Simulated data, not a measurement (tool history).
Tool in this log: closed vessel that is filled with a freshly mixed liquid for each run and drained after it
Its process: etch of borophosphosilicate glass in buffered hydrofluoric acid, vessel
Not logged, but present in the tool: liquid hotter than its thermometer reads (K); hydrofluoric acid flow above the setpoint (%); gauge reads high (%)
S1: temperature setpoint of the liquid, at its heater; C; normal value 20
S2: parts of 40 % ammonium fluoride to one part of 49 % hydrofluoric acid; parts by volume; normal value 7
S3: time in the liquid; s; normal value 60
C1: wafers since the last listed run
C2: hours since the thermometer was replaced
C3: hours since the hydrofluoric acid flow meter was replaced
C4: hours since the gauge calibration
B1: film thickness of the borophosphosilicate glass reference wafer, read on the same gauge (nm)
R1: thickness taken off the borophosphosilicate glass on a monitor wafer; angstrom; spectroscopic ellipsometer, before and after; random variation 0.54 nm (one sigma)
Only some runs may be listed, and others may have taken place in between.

run,hour,S1,S2,S3,C1,C2,C3,C4,B1,R1
1,0,21.5,8,60,0,280.8,803.2,1008.2,119.98,1620.7
2,148.4,21.5,8,60,13949,429.2,951.6,1156.6,120.03,1625.2
3,206,20,5,60,5414,486.8,1009.2,1214.2,119.99,2345.3
4,312.9,20,5,60,10048,593.7,1116.1,1321.1,120,2342
5,404.9,20,5,60,8647,685.7,1208.1,1413.1,119.99,2357
6,631.7,20,7,60,21318,912.5,1434.9,1639.9,120,1753.4
# hour 641.7: gauge calibrated
7,693.5,20,7,60,5809,974.3,1496.7,51.8,120.05,1757.4
# hour 700.2: hydrofluoric acid flow meter replaced
8,759.2,20,7,60,6081,1040,59,117.5,120.03,1766.5
9,862.1,20,8.5,60,9672,1142.9,161.9,220.4,119.99,1431.1
10,955.6,20,7,30,8788,1236.4,255.4,313.9,120.04,886.5
11,1022.8,20,7,30,6316,1303.6,322.6,381.1,119.99,883.7
12,1063.5,21,7,60,3825,1344.3,363.3,421.8,119.98,1883.8
13,1168.4,20,9.5,60,9860,1449.2,468.2,526.7,119.98,1306.1
14,1240.6,20,5.5,60,6786,1521.4,540.4,598.9,120,2215.5
15,1278.1,20,7,60,3524,1558.9,577.9,636.4,120.02,1786.1
# hour 1307.8: thermometer replaced
16,1353,23.5,8.5,60,6946,45.2,652.8,711.3,120,1678.2
17,1399.9,23.5,7,90,4408,92.1,699.7,758.2,120.01,3110.3
18,1501.4,17,9.5,80,9540,193.6,801.2,859.7,119.96,1428.1
19,1575.3,17,10,35,6946,267.5,875.1,933.6,120.02,602.2
20,1659.3,23,5.5,60,7895,351.5,959.1,1017.6,120.02,2506
21,1757.6,21.5,8,60,9239,449.8,1057.4,1115.9,120.03,1631.5
22,1857.2,20,7,60,9362,549.4,1157,1215.5,120.01,1735.1
23,1956.4,17,5,60,9324,648.6,1256.2,1314.7,120.01,1989.9
24,2125.7,18.5,6,95,15913,817.9,1425.5,1484,119.98,2938.1

Alternative continuations, all from the tool just after run 24; predict every row:
A,2126.4,20,7,60,65,818.6,1426.2,1484.7,?,?
B,2126.4,21.5,5,30,65,818.6,1426.2,1484.7,?,?
C,2126.4,18,8.5,60,65,818.6,1426.2,1484.7,?,?
D,2126.4,20,6,75,65,818.6,1426.2,1484.7,?,?
E,2126.4,17,5,30,65,818.6,1426.2,1484.7,?,?

run,B1,R1
A,120,1747.4
B,120,1275.2
C,120,1264.3
D,120,2504.4
E,120,996.2
With no hidden state in the tool, these same runs would have given:
run,R1
A,1710.3
B,1248.5
C,1237.1
D,2451.3
E,974.8
